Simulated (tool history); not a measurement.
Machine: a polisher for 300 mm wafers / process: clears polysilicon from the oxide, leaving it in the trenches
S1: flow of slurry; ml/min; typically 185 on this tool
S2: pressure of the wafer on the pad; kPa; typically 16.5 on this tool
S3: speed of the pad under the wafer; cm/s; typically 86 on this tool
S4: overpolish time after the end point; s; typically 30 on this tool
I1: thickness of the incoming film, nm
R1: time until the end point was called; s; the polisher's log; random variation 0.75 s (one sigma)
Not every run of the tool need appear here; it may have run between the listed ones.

{"run": 1, "hour": 0.0, "S1": 185, "S2": 16.5, "S3": 86, "S4": 30, "I1": 752.2, "R1": 76.4}
{"run": 2, "hour": 29.2, "S1": 185, "S2": 16.5, "S3": 94, "S4": 30, "I1": 743.4, "R1": 70.1}
{"run": 3, "hour": 64.4, "S1": 185, "S2": 16.5, "S3": 94, "S4": 30, "I1": 743.7, "R1": 70.3}
{"run": 4, "hour": 137.4, "S1": 185, "S2": 16.5, "S3": 94, "S4": 30, "I1": 743.5, "R1": 71.9}
{"hour": 160.9, "done": "worn pad replaced by a new one"}
{"run": 5, "hour": 170.3, "S1": 185, "S2": 16.5, "S3": 86, "S4": 30, "I1": 761.7, "R1": 83.2}
{"run": 6, "hour": 182.6, "S1": 185, "S2": 16.5, "S3": 86, "S4": 30, "I1": 743.9, "R1": 83.4}
{"run": 7, "hour": 203.3, "S1": 185, "S2": 16.5, "S3": 86, "S4": 30, "I1": 737.1, "R1": 81.5}
{"run": 8, "hour": 227.7, "S1": 185, "S2": 16.5, "S3": 86, "S4": 30, "I1": 733, "R1": 83.7}
{"hour": 258.9, "done": "head pressure recalibrated"}
{"run": 9, "hour": 259.4, "S1": 185, "S2": 16.5, "S3": 86, "S4": 30, "I1": 734.8, "R1": 82.7}
{"run": 10, "hour": 271.9, "S1": 185, "S2": 16.5, "S3": 86, "S4": 30, "I1": 758.8, "R1": 87.2}
{"run": 11, "hour": 290.2, "S1": 170, "S2": 16.5, "S3": 86, "S4": 30, "I1": 752.4, "R1": 86.3}
{"run": 12, "hour": 315.6, "S1": 150, "S2": 16.5, "S3": 86, "S4": 35, "I1": 756.5, "R1": 90.2}
{"run": 13, "hour": 331.8, "S1": 185, "S2": 16.5, "S3": 86, "S4": 30, "I1": 760.8, "R1": 88.3}
{"run": 14, "hour": 346.1, "S1": 185, "S2": 15.2, "S3": 86, "S4": 30, "I1": 756.8, "R1": 96.4}
{"run": 15, "hour": 378.4, "S1": 185, "S2": 16.5, "S3": 114, "S4": 30, "I1": 750.2, "R1": 66.6}
{"run": 16, "hour": 397.4, "S1": 185, "S2": 11.7, "S3": 86, "S4": 30, "I1": 738.8, "R1": 121.3}
{"hour": 417.2, "done": "worn pad replaced by a new one, repeated, since the last time left the tool worse"}
{"run": 17, "hour": 421.0, "S1": 205, "S2": 20, "S3": 86, "S4": 30, "I1": 755.7, "R1": 59.6}
{"hour": 433.0, "done": "slurry nozzle cleaned"}
{"run": 18, "hour": 453.3, "S1": 170, "S2": 16.5, "S3": 62, "S4": 44, "I1": 761.5, "R1": 105.3}
{"run": 19, "hour": 482.5, "S1": 160, "S2": 16.5, "S3": 86, "S4": 30, "I1": 750.1, "R1": 79.7}
{"run": 20, "hour": 508.6, "S1": 210, "S2": 16.5, "S3": 86, "S4": 30, "I1": 750.3, "R1": 76.9}
{"run": 21, "hour": 543.9, "S1": 185, "S2": 16.5, "S3": 86, "S4": 30, "I1": 753.1, "R1": 77.6}
{"run": 22, "hour": 578.0, "S1": 185, "S2": 16.5, "S3": 62, "S4": 37, "I1": 761.3, "R1": 107.3}
{"run": 23, "hour": 672.3, "S1": 205, "S2": 20, "S3": 60, "S4": 30, "I1": 758.3, "R1": 91.2}
{"hour": 679.0, "done": "worn pad replaced by a new one"}
{"run": 24, "hour": 702.2, "S1": 185, "S2": 16.5, "S3": 86, "S4": 30, "I1": 754.7, "R1": 75.6}
{"run": 25, "hour": 722.9, "S1": 135, "S2": 16.5, "S3": 98, "S4": 30, "I1": 742.3, "R1": 67.6}
{"run": 26, "hour": 745.2, "S1": 240, "S2": 16.5, "S3": 86, "S4": 18, "I1": 740.2, "R1": 73.9}

Estimate the outcome of run 27 from the log above:
{"run": 27, "hour": 766.0, "S1": 185, "S2": 16.5, "S3": 86, "S4": 30, "I1": 757.7, "R1": "?"}

{"run 27": {"R1": 77.5}}
Had the tool carried no hidden state, the very same run would have given R1 73.6 s.
